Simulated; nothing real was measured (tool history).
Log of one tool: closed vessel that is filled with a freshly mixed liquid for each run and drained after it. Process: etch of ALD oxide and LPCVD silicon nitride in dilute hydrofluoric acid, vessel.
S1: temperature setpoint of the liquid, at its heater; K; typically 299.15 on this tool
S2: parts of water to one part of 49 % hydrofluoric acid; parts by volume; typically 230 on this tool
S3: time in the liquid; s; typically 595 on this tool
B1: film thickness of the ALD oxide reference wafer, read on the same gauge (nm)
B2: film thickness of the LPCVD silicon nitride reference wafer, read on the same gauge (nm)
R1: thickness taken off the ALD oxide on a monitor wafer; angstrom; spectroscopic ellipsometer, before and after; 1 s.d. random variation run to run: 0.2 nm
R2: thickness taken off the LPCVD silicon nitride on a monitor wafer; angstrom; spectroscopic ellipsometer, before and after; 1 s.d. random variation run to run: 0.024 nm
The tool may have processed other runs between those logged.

| run | hour | S1 | S2 | S3 | B1 | B2 | R1 | R2 |
|---|---|---|---|---|---|---|---|---|
| 1 | 0.0 | 299.15 | 230 | 595 | 109.98 | 120.007 | 349.8 | 14.75 |
| 2 | 15.4 | 301.65 | 230 | 595 | 110.00 | 120.004 | 380.5 | 17.69 |
| 3 | 23.1 | 301.65 | 230 | 595 | 109.97 | 119.987 | 385.6 | 17.65 |
| 4 | 32.0 | 301.65 | 230 | 595 | 110.04 | 119.999 | 382.2 | 17.98 |
| 5 | 46.9 | 299.15 | 160 | 730 | 109.99 | 119.978 | 666.0 | 26.55 |
| 6 | 55.9 | 299.15 | 145 | 745 | 110.01 | 119.997 | 760.9 | 29.78 |
| 7 | 65.8 | 299.15 | 145 | 745 | 110.02 | 119.993 | 768.3 | 30.39 |
| 8 | 76.8 | 299.15 | 145 | 745 | 109.97 | 120.024 | 757.5 | 30.20 |
|  | 88.3 | thermometer replaced |
|  | 89.0 | gauge calibrated |
| 9 | 89.1 | 299.15 | 230 | 595 | 110.03 | 119.995 | 354.8 | 15.11 |
| 10 | 98.1 | 299.15 | 230 | 595 | 110.00 | 120.032 | 349.2 | 15.28 |
| 11 | 114.6 | 299.15 | 230 | 595 | 110.03 | 119.998 | 350.0 | 15.33 |
| 12 | 124.2 | 299.15 | 230 | 595 | 109.98 | 120.002 | 353.5 | 15.17 |
| 13 | 137.9 | 300.65 | 140 | 335 | 109.98 | 120.001 | 378.3 | 15.78 |
| 14 | 147.0 | 303.65 | 320 | 595 | 110.01 | 120.000 | 268.2 | 14.24 |
|  | 154.0 | hydrofluoric acid flow meter replaced |
| 15 | 160.3 | 296.65 | 135 | 795 | 110.00 | 120.012 | 847.7 | 31.62 |
| 16 | 175.6 | 299.15 | 230 | 595 | 110.02 | 119.993 | 380.5 | 16.47 |
| 17 | 185.4 | 295.15 | 230 | 700 | 110.00 | 119.974 | 378.0 | 14.47 |
| 18 | 202.1 | 303.65 | 230 | 595 | 110.01 | 119.985 | 443.3 | 21.18 |
| 19 | 215.3 | 301.15 | 175 | 820 | 110.02 | 120.011 | 791.5 | 32.86 |
| 20 | 228.2 | 299.15 | 230 | 595 | 110.00 | 120.003 | 380.0 | 16.97 |

Predict the results of run 21:
|  | 230.6 | hydrofluoric acid flow meter replaced, repeated, since the last time left the tool worse |
| 21 | 236.9 | 299.15 | 310 | 595 | ? | ? | ? | ? |

{"run 21": {"B1": 109.99, "B2": 119.997, "R1": 218.1, "R2": 10.28}}
With no hidden state in the tool, this same run would have given R1 216.2 angstrom, R2 10.21 angstrom.
